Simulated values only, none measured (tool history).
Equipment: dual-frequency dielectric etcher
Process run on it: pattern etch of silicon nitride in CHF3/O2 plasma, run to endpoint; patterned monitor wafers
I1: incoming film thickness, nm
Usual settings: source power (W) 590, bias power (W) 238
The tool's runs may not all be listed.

Run 1, hour 0: usual settings but source power (W) 670, bias power (W) 257; I1 66.2. Result: endpoint time (s) 35.9.
Run 2, hour 36.3: usual settings but source power (W) 670, bias power (W) 257; I1 66.5. Result: endpoint time (s) 35.9.
Run 3, hour 60.5: usual settings but source power (W) 670, bias power (W) 257; I1 65.7. Result: endpoint time (s) 35.7.
Run 4, hour 188.8: usual settings; I1 66.3. Result: endpoint time (s) 40.
Run 5, hour 250.4: usual settings; I1 66.4. Result: endpoint time (s) 40.1.
Run 6, hour 286: usual settings; I1 66.1. Result: endpoint time (s) 39.9.
At hour 345.7: wet clean of the chamber.
Run 7, hour 346.2: usual settings; I1 66.5. Result: endpoint time (s) 41.3.
Run 8, hour 381.4: usual settings; I1 66.9. Result: endpoint time (s) 41.5.
Run 9, hour 434.3: usual settings but source power (W) 670; I1 66.1. Result: endpoint time (s) 38.8.
At hour 495.4: upper electrode replaced.
Run 10, hour 497.4: usual settings but source power (W) 670; I1 66.3. Result: endpoint time (s) 39.1.
Run 11, hour 543.1: usual settings; I1 66.2. Result: endpoint time (s) 41.6.
Run 12, hour 609.6: usual settings; I1 66.1. Result: endpoint time (s) 41.7.
Run 13, hour 637.8: usual settings but source power (W) 470, bias power (W) 290; I1 67.3. Result: endpoint time (s) 43.
Run 14, hour 670.8: usual settings; I1 66.8. Result: endpoint time (s) 42.1.
At hour 701.1: wet clean of the chamber, repeated, since the last time left the tool worse.
Run 15, hour 730.4: usual settings; I1 66.1. Result: endpoint time (s) 38.9.
At hour 738.3: source power generator calibrated.
Run 16, hour 801.2: usual settings but source power (W) 440, bias power (W) 206; I1 67.2. Result: endpoint time (s) 49.6.
Run 17, hour 838.8: usual settings; I1 66.3. Result: endpoint time (s) 39.3.
Run 18, hour 968.6: usual settings but source power (W) 450, bias power (W) 188; I1 66.7. Result: endpoint time (s) 51.3.
At hour 1017.8: bias power generator calibrated.
Run 19, hour 1018.3: usual settings; I1 66.8. Result: endpoint time (s) 39.7.
Run 20, hour 1139.7: usual settings; I1 66. Result: endpoint time (s) 39.5.
Run 21, hour 1182.4: usual settings but source power (W) 540, bias power (W) 286; I1 66.8. Result: endpoint time (s) 38.4.
Run 22, hour 1251.5: usual settings but source power (W) 440, bias power (W) 297; I1 66.4. Result: endpoint time (s) 41.4.
At hour 1299.5: wet clean of the chamber.
Run 23, hour 1422: usual settings but source power (W) 740, bias power (W) 201; I1 67.4. Result: endpoint time (s) 39.2.
Run 24, hour 1472: usual settings but source power (W) 540, bias power (W) 258; I1 66.4. Result: endpoint time (s) 39.5.
Run 25, hour 1536.1: usual settings but source power (W) 450, bias power (W) 258; I1 66.6. Result: endpoint time (s) 43.7.

Alternative continuations, all from the tool just after run 25; predict every row:
Run A, hour 1536.5: usual settings; I1 66.8. Result: endpoint time (s) ?.
Run B, hour 1536.5: usual settings but source power (W) 470, bias power (W) 210; I1 66.8. Result: endpoint time (s) ?.
Run C, hour 1536.5: usual settings but source power (W) 500, bias power (W) 279; I1 66.8. Result: endpoint time (s) ?.
Run D, hour 1536.5: usual settings but source power (W) 700; I1 66.8. Result: endpoint time (s) ?.

run  endpoint time (s)
  A               39.8
  B               47.4
  C               39.8
  D               36.7
Without the tool's hidden state the same runs would have given:
run  endpoint time (s)
  A               39.3
  B               46.9
  C               39.3
  D               36.3

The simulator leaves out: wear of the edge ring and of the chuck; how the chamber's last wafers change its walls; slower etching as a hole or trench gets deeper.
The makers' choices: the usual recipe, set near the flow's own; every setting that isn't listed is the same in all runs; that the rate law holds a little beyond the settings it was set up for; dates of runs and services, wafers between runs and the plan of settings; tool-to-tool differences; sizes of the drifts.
